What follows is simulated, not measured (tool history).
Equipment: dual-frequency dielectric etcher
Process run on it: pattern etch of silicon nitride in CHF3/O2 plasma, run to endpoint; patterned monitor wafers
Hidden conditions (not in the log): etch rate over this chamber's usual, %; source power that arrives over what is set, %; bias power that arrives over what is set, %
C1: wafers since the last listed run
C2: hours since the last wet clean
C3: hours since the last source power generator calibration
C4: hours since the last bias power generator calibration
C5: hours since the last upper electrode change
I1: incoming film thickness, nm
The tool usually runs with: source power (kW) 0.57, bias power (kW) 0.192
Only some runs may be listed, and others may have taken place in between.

Run 1, day 0: usual settings but source power (kW) 0.64; C1 0; C2 491.2; C3 2922.4; C4 4111.4; C5 3003.1; I1 64.2. Result: endpoint time (s) 40.
At day 3.492: wet clean of the chamber.
Run 2, day 10.75: usual settings but bias power (kW) 0.207; C1 3137; C2 174.2; C3 3180.4; C4 4369.4; C5 3261.1; I1 64.3. Result: endpoint time (s) 43.
Run 3, day 13.229: usual settings but bias power (kW) 0.178; C1 797; C2 233.7; C3 3239.9; C4 4428.9; C5 3320.6; I1 64.3. Result: endpoint time (s) 44.
Run 4, day 15.929: usual settings but bias power (kW) 0.178; C1 868; C2 298.5; C3 3304.7; C4 4493.7; C5 3385.4; I1 64. Result: endpoint time (s) 43.5.
Run 5, day 19.654: usual settings but bias power (kW) 0.178; C1 1198; C2 387.9; C3 3394.1; C4 4583.1; C5 3474.8; I1 64.8. Result: endpoint time (s) 43.5.
Run 6, day 21.871: usual settings but bias power (kW) 0.23; C1 713; C2 441.1; C3 3447.3; C4 4636.3; C5 3528; I1 64.2. Result: endpoint time (s) 41.1.
Run 7, day 23.446: usual settings but bias power (kW) 0.23; C1 506; C2 478.9; C3 3485.1; C4 4674.1; C5 3565.8; I1 64.3. Result: endpoint time (s) 41.
Run 8, day 26.567: usual settings but source power (kW) 0.53; C1 1004; C2 553.8; C3 3560; C4 4749; C5 3640.7; I1 64.7. Result: endpoint time (s) 43.9.
Run 9, day 29.721: usual settings but bias power (kW) 0.222; C1 1014; C2 629.5; C3 3635.7; C4 4824.7; C5 3716.4; I1 64.2. Result: endpoint time (s) 41.3.
At day 30.4: bias power generator calibrated.
At day 30.883: wet clean of the chamber.
Run 10, day 32.125: usual settings but bias power (kW) 0.222; C1 564; C2 29.8; C3 3693.4; C4 41.4; C5 3774.1; I1 64. Result: endpoint time (s) 42.9.
Run 11, day 33.646: usual settings; C1 489; C2 66.3; C3 3729.9; C4 77.9; C5 3810.6; I1 63.7. Result: endpoint time (s) 43.2.
Run 12, day 36.792: usual settings; C1 1012; C2 141.8; C3 3805.4; C4 153.4; C5 3886.1; I1 63.9. Result: endpoint time (s) 43.
Run 13, day 41.067: usual settings; C1 1375; C2 244.4; C3 3908; C4 256; C5 3988.7; I1 65.2. Result: endpoint time (s) 44.3.
Run 14, day 42.817: usual settings; C1 563; C2 286.4; C3 3950; C4 298; C5 4030.7; I1 64.4. Result: endpoint time (s) 43.1.
Run 15, day 45.254: usual settings; C1 784; C2 344.9; C3 4008.5; C4 356.5; C5 4089.2; I1 64.3. Result: endpoint time (s) 42.5.
Run 16, day 48.483: usual settings but source power (kW) 0.69, bias power (kW) 0.209; C1 1039; C2 422.4; C3 4086; C4 434; C5 4166.7; I1 64.1. Result: endpoint time (s) 38.1.
At day 49.854: source power generator calibrated.
At day 56.012: wet clean of the chamber.
Run 17, day 56.033: usual settings; C1 2053; C2 0.5; C3 148.3; C4 615.2; C5 4347.9; I1 64.1. Result: endpoint time (s) 43.7.
Run 18, day 57.871: usual settings but source power (kW) 0.49, bias power (kW) 0.175; C1 591; C2 44.6; C3 192.4; C4 659.3; C5 4392; I1 64. Result: endpoint time (s) 48.7.
Run 19, day 61.492: usual settings but source power (kW) 0.64, bias power (kW) 0.24; C1 1165; C2 131.5; C3 279.3; C4 746.2; C5 4478.9; I1 63.4. Result: endpoint time (s) 38.6.
Run 20, day 63.829: usual settings; C1 752; C2 187.6; C3 335.4; C4 802.3; C5 4535; I1 64.2. Result: endpoint time (s) 43.3.
Run 21, day 67.383: usual settings but source power (kW) 0.61, bias power (kW) 0.211; C1 1143; C2 272.9; C3 420.7; C4 887.6; C5 4620.3; I1 63.8. Result: endpoint time (s) 40.6.
Run 22, day 69.625: usual settings but source power (kW) 0.66, bias power (kW) 0.15; C1 721; C2 326.7; C3 474.5; C4 941.4; C5 4674.1; I1 64.5. Result: endpoint time (s) 41.4.
At day 72.475: upper electrode replaced.
Run 23, day 72.867: usual settings but bias power (kW) 0.168; C1 721; C2 404.5; C3 552.3; C4 1019.2; C5 9.4; I1 64.6. Result: endpoint time (s) 43.7.
Run 24, day 75.033: usual settings but source power (kW) 0.66; C1 697; C2 456.5; C3 604.3; C4 1071.2; C5 61.4; I1 63.7. Result: endpoint time (s) 38.9.
Run 25, day 78.317: usual settings but source power (kW) 0.47, bias power (kW) 0.169; C1 1056; C2 535.3; C3 683.1; C4 1150; C5 140.2; I1 64.3. Result: endpoint time (s) 47.8.
Run 26, day 81.071: usual settings but source power (kW) 0.5, bias power (kW) 0.164; C1 886; C2 601.4; C3 749.2; C4 1216.1; C5 206.3; I1 64.5. Result: endpoint time (s) 46.6.
At day 83.817: wet clean of the chamber.
Run 27, day 83.838: usual settings; C1 568; C2 0.5; C3 815.6; C4 1282.5; C5 272.7; I1 65.1. Result: endpoint time (s) 44.3.
Run 28, day 87.212: usual settings; C1 1085; C2 81.5; C3 896.6; C4 1363.5; C5 353.7; I1 64.6. Result: endpoint time (s) 43.8.
Run 29, day 91.688: usual settings but source power (kW) 0.53, bias power (kW) 0.23; C1 1439; C2 188.9; C3 1004; C4 1470.9; C5 461.1; I1 64.6. Result: endpoint time (s) 43.9.
Run 30, day 94.371: usual settings; C1 863; C2 253.3; C3 1068.4; C4 1535.3; C5 525.5; I1 65.1. Result: endpoint time (s) 43.6.
Run 31, day 98.358: usual settings but source power (kW) 0.5, bias power (kW) 0.224; C1 1283; C2 349; C3 1164.1; C4 1631; C5 621.2; I1 64.3. Result: endpoint time (s) 44.2.

Consider 5 possible next runs. They are alternatives, not a sequence: every one starts from the tool as it was left by run 31. What does each give?
Run A, day 98.375: usual settings but source power (kW) 0.43; C1 5; C2 349.4; C3 1164.5; C4 1631.4; C5 621.6; I1 63.8. Result: endpoint time (s) ?.
Run B, day 98.375: usual settings but source power (kW) 0.53, bias power (kW) 0.233; C1 5; C2 349.4; C3 1164.5; C4 1631.4; C5 621.6; I1 63.8. Result: endpoint time (s) ?.
Run C, day 98.375: usual settings but source power (kW) 0.67; C1 5; C2 349.4; C3 1164.5; C4 1631.4; C5 621.6; I1 63.8. Result: endpoint time (s) ?.
Run D, day 98.375: usual settings but source power (kW) 0.45, bias power (kW) 0.173; C1 5; C2 349.4; C3 1164.5; C4 1631.4; C5 621.6; I1 63.8. Result: endpoint time (s) ?.
Run E, day 98.375: usual settings but source power (kW) 0.63; C1 5; C2 349.4; C3 1164.5; C4 1631.4; C5 621.6; I1 63.8. Result: endpoint time (s) ?.

run  endpoint time (s)
  A                 50
  B               42.6
  C               39.1
  D               49.5
  E               40.3
With the hidden condition removed and each run's random variation left untouched, the same runs would have given:
run  endpoint time (s)
  A               51.5
  B               43.9
  C               40.3
  D               51.1
  E               41.6
